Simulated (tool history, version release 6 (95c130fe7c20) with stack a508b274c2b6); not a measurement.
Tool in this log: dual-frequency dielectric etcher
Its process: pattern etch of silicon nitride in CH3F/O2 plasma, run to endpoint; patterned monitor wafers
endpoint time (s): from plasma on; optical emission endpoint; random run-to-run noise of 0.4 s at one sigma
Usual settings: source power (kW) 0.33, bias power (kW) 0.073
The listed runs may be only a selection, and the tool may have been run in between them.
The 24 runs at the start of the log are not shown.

run,day,source power (kW),bias power (kW),"incoming incoming film thickness, nm",endpoint time (s)
25,49.158,0.39,0.055,55.6,67.6
26,50.183,0.37,0.063,55.9,65.9
27,51.504,0.26,0.087,55.8,67.5
28,54.296,0.33,0.073,55.9,64.6
29,56.379,0.36,0.066,56.6,66.4
30,59.004,0.36,0.078,56.2,60.6
31,66.083,0.38,0.085,56.5,57.3
# day 68.046: wet clean of the chamber
32,68.067,0.39,0.078,56.4,58.4
33,69.3,0.33,0.09,55.6,59.5
34,70.729,0.39,0.088,56.2,55.8
35,73.621,0.33,0.073,55.9,65.2

Predict each of these 4 candidate next runs independently; none follows another, all start after run 35:
A,73.642,0.33,0.073,56.2,?
B,73.642,0.3,0.068,56.2,?
C,73.642,0.29,0.073,56.2,?
D,73.642,0.39,0.066,56.2,?

run,endpoint time (s)
A,65.6
B,71.4
C,70.2
D,63.5
The same runs, with their run-to-run variation unchanged, on a tool lacking any hidden condition would have given:
run,endpoint time (s)
A,65.3
B,71.1
C,69.9
D,63.2

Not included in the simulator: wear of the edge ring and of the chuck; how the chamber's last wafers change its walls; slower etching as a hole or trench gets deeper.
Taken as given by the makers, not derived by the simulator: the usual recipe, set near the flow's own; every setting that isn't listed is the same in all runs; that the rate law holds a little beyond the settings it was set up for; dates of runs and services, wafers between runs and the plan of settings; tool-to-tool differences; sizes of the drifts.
